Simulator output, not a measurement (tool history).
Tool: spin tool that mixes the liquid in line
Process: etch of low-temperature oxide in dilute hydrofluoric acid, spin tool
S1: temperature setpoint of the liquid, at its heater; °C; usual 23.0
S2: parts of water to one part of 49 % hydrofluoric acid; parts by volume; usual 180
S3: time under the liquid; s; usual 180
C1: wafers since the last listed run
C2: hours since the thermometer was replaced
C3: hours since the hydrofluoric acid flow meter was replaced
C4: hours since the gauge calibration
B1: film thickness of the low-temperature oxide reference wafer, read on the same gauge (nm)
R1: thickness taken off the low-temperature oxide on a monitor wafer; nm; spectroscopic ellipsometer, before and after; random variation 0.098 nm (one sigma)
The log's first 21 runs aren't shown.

Run 22, hour 460.6: usual settings; C1 108; C2 141.8; C3 945.5; C4 302.6; B1 40.03. Result: R1 16.76 nm.
Run 23, hour 528.9: usual settings; C1 368; C2 210.1; C3 1013.8; C4 370.9; B1 39.97. Result: R1 17.11 nm.
Run 24, hour 556.2: usual settings but S2 140 parts by volume; C1 147; C2 237.4; C3 1041.1; C4 398.2; B1 40.01. Result: R1 22.83 nm.
Run 25, hour 569.6: usual settings but S1 19.0 °C; C1 72; C2 250.8; C3 1054.5; C4 411.6; B1 40.00. Result: R1 14.55 nm.
Run 26, hour 590.0: usual settings but S2 130 parts by volume, S3 80 s; C1 110; C2 271.2; C3 1074.9; C4 432.0; B1 40.01. Result: R1 11.20 nm.
Run 27, hour 612.2: usual settings; C1 119; C2 293.4; C3 1097.1; C4 454.2; B1 39.99. Result: R1 16.91 nm.
At hour 636.8: hydrofluoric acid flow meter replaced.
Run 28, hour 675.5: usual settings but S1 26.5 °C, S2 260 parts by volume; C1 336; C2 356.7; C3 38.7; C4 517.5; B1 40.00. Result: R1 11.63 nm.
Run 29, hour 706.5: usual settings but S1 26.5 °C, S2 110 parts by volume; C1 167; C2 387.7; C3 69.7; C4 548.5; B1 40.02. Result: R1 32.29 nm.
Run 30, hour 729.5: usual settings but S2 210 parts by volume; C1 124; C2 410.7; C3 92.7; C4 571.5; B1 39.99. Result: R1 13.21 nm.
Run 31, hour 754.1: usual settings but S1 25.5 °C, S2 210 parts by volume; C1 132; C2 435.3; C3 117.3; C4 596.1; B1 39.98. Result: R1 14.60 nm.
Run 32, hour 786.3: usual settings but S1 25.5 °C, S2 225 parts by volume, S3 115 s; C1 173; C2 467.5; C3 149.5; C4 628.3; B1 40.01. Result: R1 8.64 nm.
Run 33, hour 888.6: usual settings but S2 150 parts by volume, S3 210 s; C1 552; C2 569.8; C3 251.8; C4 730.6; B1 39.98. Result: R1 23.62 nm.

Forecast each of these 4 alternatives for the next run:
Run A, hour 889.1: usual settings but S1 25.5 °C; C1 2; C2 570.3; C3 252.3; C4 731.1; B1 ?. Result: R1 ?.
Run B, hour 889.1: usual settings but S1 24.5 °C, S2 155 parts by volume, S3 90 s; C1 2; C2 570.3; C3 252.3; C4 731.1; B1 ?. Result: R1 ?.
Run C, hour 889.1: usual settings but S2 255 parts by volume; C1 2; C2 570.3; C3 252.3; C4 731.1; B1 ?. Result: R1 ?.
Run D, hour 889.1: usual settings but S1 19.0 °C, S2 220 parts by volume, S3 95 s; C1 2; C2 570.3; C3 252.3; C4 731.1; B1 ?. Result: R1 ?.

run     B1     R1
  A  40.00  17.89
  B  40.00  10.29
  C  40.00  10.65
  D  40.00   5.80
Without the tool's hidden state the same runs would have given:
run     R1
  A  17.52
  B  10.09
  C  10.43
  D   5.68
